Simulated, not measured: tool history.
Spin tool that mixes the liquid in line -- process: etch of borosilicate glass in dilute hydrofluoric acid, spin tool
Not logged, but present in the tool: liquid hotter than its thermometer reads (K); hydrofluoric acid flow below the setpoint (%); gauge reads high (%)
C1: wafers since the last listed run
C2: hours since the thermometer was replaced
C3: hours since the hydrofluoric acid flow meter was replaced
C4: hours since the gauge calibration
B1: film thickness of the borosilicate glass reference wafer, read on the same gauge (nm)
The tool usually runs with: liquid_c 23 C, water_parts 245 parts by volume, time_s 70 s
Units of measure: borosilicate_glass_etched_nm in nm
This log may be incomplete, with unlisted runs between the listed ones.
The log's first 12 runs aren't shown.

{"run": 13, "hour": 148.5, "liquid_c": 23, "water_parts": 245, "time_s": 70, "C1": 223, "C2": 2236.6, "C3": 1066.3, "C4": 181, "B1": 30, "borosilicate_glass_etched_nm": 5.54}
{"run": 14, "hour": 164.6, "liquid_c": 23, "water_parts": 245, "time_s": 70, "C1": 251, "C2": 2252.7, "C3": 1082.4, "C4": 197.1, "B1": 30.01, "borosilicate_glass_etched_nm": 5.5}
{"run": 15, "hour": 202.9, "liquid_c": 23, "water_parts": 245, "time_s": 100, "C1": 597, "C2": 2291, "C3": 1120.7, "C4": 235.4, "B1": 29.98, "borosilicate_glass_etched_nm": 7.83}
{"run": 16, "hour": 214.8, "liquid_c": 20, "water_parts": 290, "time_s": 90, "C1": 185, "C2": 2302.9, "C3": 1132.6, "C4": 247.3, "B1": 30, "borosilicate_glass_etched_nm": 5.07}
{"run": 17, "hour": 227.7, "liquid_c": 26.5, "water_parts": 325, "time_s": 80, "C1": 201, "C2": 2315.8, "C3": 1145.5, "C4": 260.2, "B1": 30, "borosilicate_glass_etched_nm": 4.85}
{"run": 18, "hour": 236.0, "liquid_c": 23, "water_parts": 245, "time_s": 70, "C1": 129, "C2": 2324.1, "C3": 1153.8, "C4": 268.5, "B1": 30, "borosilicate_glass_etched_nm": 5.43}
{"hour": 244.5, "done": "thermometer replaced"}
{"run": 19, "hour": 264.0, "liquid_c": 23, "water_parts": 360, "time_s": 70, "C1": 421, "C2": 19.5, "C3": 1181.8, "C4": 296.5, "B1": 30, "borosilicate_glass_etched_nm": 3.23}
{"run": 20, "hour": 276.8, "liquid_c": 23, "water_parts": 245, "time_s": 70, "C1": 199, "C2": 32.3, "C3": 1194.6, "C4": 309.3, "B1": 29.99, "borosilicate_glass_etched_nm": 5.4}
{"run": 21, "hour": 294.1, "liquid_c": 20, "water_parts": 245, "time_s": 35, "C1": 269, "C2": 49.6, "C3": 1211.9, "C4": 326.6, "B1": 30, "borosilicate_glass_etched_nm": 2.41}
{"run": 22, "hour": 302.3, "liquid_c": 19, "water_parts": 315, "time_s": 100, "C1": 127, "C2": 57.8, "C3": 1220.1, "C4": 334.8, "B1": 30.01, "borosilicate_glass_etched_nm": 4.84}
{"run": 23, "hour": 313.1, "liquid_c": 21.5, "water_parts": 150, "time_s": 110, "C1": 168, "C2": 68.6, "C3": 1230.9, "C4": 345.6, "B1": 30.01, "borosilicate_glass_etched_nm": 14.57}
{"hour": 324.3, "done": "gauge calibrated"}
{"run": 24, "hour": 327.9, "liquid_c": 23, "water_parts": 160, "time_s": 95, "C1": 230, "C2": 83.4, "C3": 1245.7, "C4": 3.6, "B1": 29.99, "borosilicate_glass_etched_nm": 12.38}
{"hour": 329.1, "done": "hydrofluoric acid flow meter replaced"}
{"run": 25, "hour": 342.6, "liquid_c": 27, "water_parts": 245, "time_s": 100, "C1": 213, "C2": 98.1, "C3": 13.5, "C4": 18.3, "B1": 30.01, "borosilicate_glass_etched_nm": 10.27}
{"run": 26, "hour": 358.9, "liquid_c": 23, "water_parts": 245, "time_s": 70, "C1": 254, "C2": 114.4, "C3": 29.8, "C4": 34.6, "B1": 29.98, "borosilicate_glass_etched_nm": 6.24}
{"run": 27, "hour": 374.1, "liquid_c": 23, "water_parts": 285, "time_s": 45, "C1": 237, "C2": 129.6, "C3": 45, "C4": 49.8, "B1": 29.99, "borosilicate_glass_etched_nm": 3.29}
{"run": 28, "hour": 384.3, "liquid_c": 23, "water_parts": 245, "time_s": 70, "C1": 159, "C2": 139.8, "C3": 55.2, "C4": 60, "B1": 30.01, "borosilicate_glass_etched_nm": 6.22}
{"run": 29, "hour": 393.7, "liquid_c": 23, "water_parts": 245, "time_s": 105, "C1": 146, "C2": 149.2, "C3": 64.6, "C4": 69.4, "B1": 30, "borosilicate_glass_etched_nm": 9.45}
{"run": 30, "hour": 410.5, "liquid_c": 23, "water_parts": 245, "time_s": 70, "C1": 262, "C2": 166, "C3": 81.4, "C4": 86.2, "B1": 29.98, "borosilicate_glass_etched_nm": 6.21}
{"run": 31, "hour": 423.6, "liquid_c": 23, "water_parts": 245, "time_s": 70, "C1": 204, "C2": 179.1, "C3": 94.5, "C4": 99.3, "B1": 29.99, "borosilicate_glass_etched_nm": 6.2}

4 ways to go on from here, each from the tool as it stands after run 31. What would each give?
{"run": "A", "hour": 424.0, "liquid_c": 23, "water_parts": 245, "time_s": 95, "C1": 6, "C2": 179.5, "C3": 94.9, "C4": 99.7, "B1": "?", "borosilicate_glass_etched_nm": "?"}
{"run": "B", "hour": 424.0, "liquid_c": 24.5, "water_parts": 325, "time_s": 70, "C1": 6, "C2": 179.5, "C3": 94.9, "C4": 99.7, "B1": "?", "borosilicate_glass_etched_nm": "?"}
{"run": "C", "hour": 424.0, "liquid_c": 27, "water_parts": 135, "time_s": 90, "C1": 6, "C2": 179.5, "C3": 94.9, "C4": 99.7, "B1": "?", "borosilicate_glass_etched_nm": "?"}
{"run": "D", "hour": 424.0, "liquid_c": 21, "water_parts": 160, "time_s": 35, "C1": 6, "C2": 179.5, "C3": 94.9, "C4": 99.7, "B1": "?", "borosilicate_glass_etched_nm": "?"}

run=A B1=29.99 borosilicate_glass_etched_nm=8.44
run=B B1=29.99 borosilicate_glass_etched_nm=4.56
run=C B1=29.99 borosilicate_glass_etched_nm=19.02
run=D B1=29.99 borosilicate_glass_etched_nm=4.82
With the hidden condition removed and each run's random variation left untouched, the same runs would have given:
run=A borosilicate_glass_etched_nm=8.55
run=B borosilicate_glass_etched_nm=4.63
run=C borosilicate_glass_etched_nm=19.25
run=D borosilicate_glass_etched_nm=4.88
